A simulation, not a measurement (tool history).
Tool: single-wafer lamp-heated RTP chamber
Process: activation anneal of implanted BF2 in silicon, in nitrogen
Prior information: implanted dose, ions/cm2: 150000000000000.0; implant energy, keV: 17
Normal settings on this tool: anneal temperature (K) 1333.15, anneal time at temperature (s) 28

run	hour	anneal temperature (K)	anneal time at temperature (s)	wafers since the last listed run	wafers since the last pyrometer calibration	wafers since the reflector plate was cleaned	hours since the gauge calibration	read-back reference wafer on the same gauge, sheet resistance	sheet resistance of the implanted and annealed layer (ohm/square)
1	0.0	1333.15	28	0	2953	9660	413.7	704.99	654.34
2	27.2	1333.15	28	257	3211	9917	440.9	704.78	650.13
3	42.7	1333.15	28	146	3357	10064	456.4	704.99	649.94
4	66.6	1333.15	28	226	3583	10290	480.3	705.07	650.56
5	82.9	1333.15	28	154	3738	10444	496.6	704.97	650.98
6	97.4	1333.15	28	137	3875	10581	511.1	704.83	649.04
7	130.5	1333.15	28	313	4188	10895	544.2	704.77	649.72
8	142.8	1333.15	28	116	4304	11011	556.5	704.44	650.24
9	166.9	1333.15	28	228	4532	11239	580.6	704.89	649.52
10	199.9	1333.15	28	312	4845	11551	613.6	705.29	650.65
# hour 211.4: gauge calibrated
11	225.9	1333.15	28	246	5091	11797	14.5	704.85	649.42
12	245.5	1333.15	28	185	5276	11983	34.1	704.95	648.70
13	257.9	1333.15	28	117	5393	12100	46.5	705.19	649.03
14	271.4	1362.15	39	127	5521	12228	60.0	705.10	619.64
# hour 281.9: pyrometer window cleaned and pyrometer calibrated
15	305.9	1363.15	42	250	226	12478	94.5	704.75	625.81
16	406.3	1333.15	28	949	1176	13428	194.9	705.08	654.43
17	435.8	1349.15	40	279	1455	13708	224.4	705.02	633.78
18	461.6	1350.15	34	244	1699	13952	250.2	705.28	639.92
# hour 491.9: reflector plate cleaned
19	492.4	1344.15	39	215	1915	4	281.0	704.89	638.26
20	506.9	1317.15	18	137	2052	141	295.5	705.09	669.67
21	534.3	1318.15	35	259	2312	400	322.9	704.86	653.04
22	568.8	1342.15	40	326	2638	727	357.4	705.13	637.71
23	589.7	1333.15	28	197	2836	924	378.3	704.98	652.94
24	613.8	1361.15	28	228	3064	1153	402.4	704.81	638.49
25	627.2	1351.15	32	126	3191	1279	415.8	705.24	637.01
26	662.3	1333.15	28	332	3523	1611	450.9	705.21	651.39

Below are 3 alternative next runs, each starting from the tool's condition after run 26. Predict each:
A	662.7	1333.15	15	3	3527	1615	451.3	?	?
B	662.7	1363.15	16	3	3527	1615	451.3	?	?
C	662.7	1356.15	16	3	3527	1615	451.3	?	?

run	read-back reference wafer on the same gauge, sheet resistance	sheet resistance of the implanted and annealed layer (ohm/square)
A	705.03	667.13
B	705.03	653.07
C	705.03	656.40
With the hidden condition removed and each run's random variation left untouched, the same runs would have given:
run	sheet resistance of the implanted and annealed layer (ohm/square)
A	669.78
B	656.97
C	660.05

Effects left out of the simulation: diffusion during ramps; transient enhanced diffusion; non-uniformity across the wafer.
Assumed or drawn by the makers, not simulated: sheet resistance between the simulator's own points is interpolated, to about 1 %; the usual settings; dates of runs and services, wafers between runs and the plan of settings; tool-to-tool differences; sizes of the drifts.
